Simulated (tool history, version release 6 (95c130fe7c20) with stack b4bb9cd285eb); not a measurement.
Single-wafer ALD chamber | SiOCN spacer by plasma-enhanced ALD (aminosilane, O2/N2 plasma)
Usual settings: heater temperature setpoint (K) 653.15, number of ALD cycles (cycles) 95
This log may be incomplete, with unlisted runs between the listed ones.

| run | hour | heater temperature setpoint (K) | number of ALD cycles (cycles) | read-back reference wafer on the same gauge, thickness_nm | mean film thickness on the monitor wafer (Å) |
|---|---|---|---|---|---|
| 1 | 0.0 | 653.15 | 95 | 5.886 | 55.61 |
| 2 | 70.2 | 653.15 | 95 | 5.884 | 55.82 |
| 3 | 135.7 | 653.15 | 95 | 5.885 | 55.65 |
| 4 | 236.2 | 653.15 | 95 | 5.870 | 55.74 |
| 5 | 312.8 | 653.15 | 95 | 5.869 | 55.82 |
| 6 | 364.5 | 653.15 | 95 | 5.886 | 55.69 |
| 7 | 457.4 | 642.15 | 95 | 5.876 | 55.44 |
| 8 | 535.1 | 653.15 | 87 | 5.896 | 50.73 |
| 9 | 615.3 | 653.15 | 95 | 5.875 | 55.44 |
| 10 | 711.4 | 653.15 | 95 | 5.876 | 56.01 |
|  | 716.4 | gauge calibrated |
| 11 | 758.9 | 664.15 | 95 | 5.882 | 56.16 |
| 12 | 931.6 | 664.15 | 95 | 5.881 | 55.53 |
| 13 | 1036.0 | 648.15 | 95 | 5.883 | 56.10 |
|  | 1139.6 | thermocouple changed; heater temperature recalibrated |
| 14 | 1141.8 | 640.15 | 88 | 5.889 | 51.77 |
| 15 | 1216.1 | 653.15 | 95 | 5.867 | 55.92 |
| 16 | 1255.3 | 657.15 | 95 | 5.871 | 55.18 |
| 17 | 1302.9 | 653.15 | 104 | 5.882 | 60.90 |
| 18 | 1350.2 | 644.15 | 85 | 5.885 | 49.94 |
| 19 | 1408.9 | 642.15 | 114 | 5.881 | 67.04 |
| 20 | 1484.0 | 642.15 | 90 | 5.891 | 53.00 |
| 21 | 1521.5 | 653.15 | 95 | 5.884 | 55.54 |
| 22 | 1627.3 | 653.15 | 111 | 5.896 | 65.27 |
| 23 | 1698.9 | 649.15 | 95 | 5.882 | 55.90 |
| 24 | 1867.2 | 653.15 | 95 | 5.876 | 55.55 |
|  | 1919.9 | gauge calibrated |
| 25 | 2074.7 | 638.15 | 87 | 5.878 | 50.92 |

Here are 5 independent what-if runs from the current tool condition. What would each one return?
| A | 2075.3 | 653.15 | 106 | ? | ? |
| B | 2075.3 | 666.15 | 113 | ? | ? |
| C | 2075.3 | 663.15 | 89 | ? | ? |
| D | 2075.3 | 640.15 | 77 | ? | ? |
| E | 2075.3 | 638.15 | 78 | ? | ? |

| run | read-back reference wafer on the same gauge, thickness_nm | mean film thickness on the monitor wafer (Å) |
|---|---|---|
| A | 5.889 | 62.02 |
| B | 5.889 | 66.12 |
| C | 5.889 | 52.07 |
| D | 5.889 | 45.05 |
| E | 5.889 | 45.64 |
What these runs would have given with no unlogged condition in the tool:
| run | mean film thickness on the monitor wafer (Å) |
|---|---|
| A | 62.02 |
| B | 66.12 |
| C | 52.07 |
| D | 45.05 |
| E | 45.64 |
